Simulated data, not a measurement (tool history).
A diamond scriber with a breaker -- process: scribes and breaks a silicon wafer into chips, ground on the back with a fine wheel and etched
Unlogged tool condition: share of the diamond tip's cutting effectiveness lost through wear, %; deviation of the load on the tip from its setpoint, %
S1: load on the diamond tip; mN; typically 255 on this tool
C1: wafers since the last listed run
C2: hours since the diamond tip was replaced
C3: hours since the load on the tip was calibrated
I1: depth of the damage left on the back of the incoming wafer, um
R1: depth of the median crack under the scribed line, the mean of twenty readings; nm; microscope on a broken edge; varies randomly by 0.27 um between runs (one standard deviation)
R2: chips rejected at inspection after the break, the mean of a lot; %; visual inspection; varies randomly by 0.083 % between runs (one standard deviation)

run	day	S1	C1	C2	C3	I1	R1	R2
1	0	255	0	274.9	1198.7	0.75	13740	1.59
2	2.675	255	118	339.1	1262.9	0.71	13790	1.74
3	4.817	255	95	390.5	1314.3	0.5	14400	1.83
4	6.621	255	80	433.8	1357.6	0.72	13710	1.74
5	8.175	255	69	471.1	1394.9	0.66	13490	1.69
# day 8.558: diamond tip replaced by a new one
6	11.033	255	123	59.4	1463.5	0.67	14090	1.89
7	12.775	255	77	101.2	1505.3	0.54	14030	1.64
8	14.833	255	91	150.6	1554.7	0.65	13590	1.6
9	17.588	255	122	216.7	1620.8	0.65	13990	1.66
10	20.283	255	119	281.4	1685.5	0.64	14050	1.63
11	21.538	301	55	311.5	1715.6	0.39	16190	3.4
12	22.738	279	53	340.3	1744.4	0.34	15200	2.22
13	24.954	279	98	393.5	1797.6	0.62	14750	2.24
14	26.829	279	83	438.5	1842.6	0.67	14570	2.23
15	29.317	184	110	498.2	1902.3	0.64	10170	8.03
# day 29.6: diamond tip replaced by a new one
16	31.542	292	95	46.6	1955.7	0.39	15770	2.8
17	33.583	255	90	95.6	2004.7	0.42	13930	1.82
18	35.788	212	98	148.5	2057.6	0.66	11580	4.01
# day 36.704: load on the tip recalibrated
19	37.992	255	94	201.4	30.9	0.76	14090	1.67
20	40.988	255	133	273.3	102.8	0.78	13730	1.8
21	42.979	255	88	321.1	150.6	0.54	14120	1.74
22	44.646	217	74	361.1	190.6	0.5	12250	3.39
# day 48.592: diamond tip replaced by a new one
23	50.688	316	264	50.3	335.6	0.52	16160	4.24
24	53.225	224	112	111.2	396.5	0.63	12730	2.76
25	59.204	232	265	254.7	540	0.57	12790	2.19
26	60.717	300	67	291	576.3	0.58	15710	3.06
27	63.708	255	133	362.8	648.1	0.54	13750	1.56
28	64.775	208	47	388.4	673.7	0.43	11840	4.36
29	66.846	300	92	438.1	723.4	0.7	15810	3.31

Describe how what the log doesn't record of the tool's condition differs between the last listed run preceding each entry between runs and the first listed run following it.
Logged between run 5 and run 6: diamond tip replaced by a new one (day 8.558)
  nothing in the hidden state changes from one run to the other
Logged between run 15 and run 16: diamond tip replaced by a new one (day 29.6)
  nothing in the hidden state changes from one run to the other
Logged between run 18 and run 19: load on the tip recalibrated (day 36.704)
  nothing in the hidden state changes from one run to the other
Logged between run 22 and run 23: diamond tip replaced by a new one (day 48.592)
  nothing in the hidden state changes from one run to the other
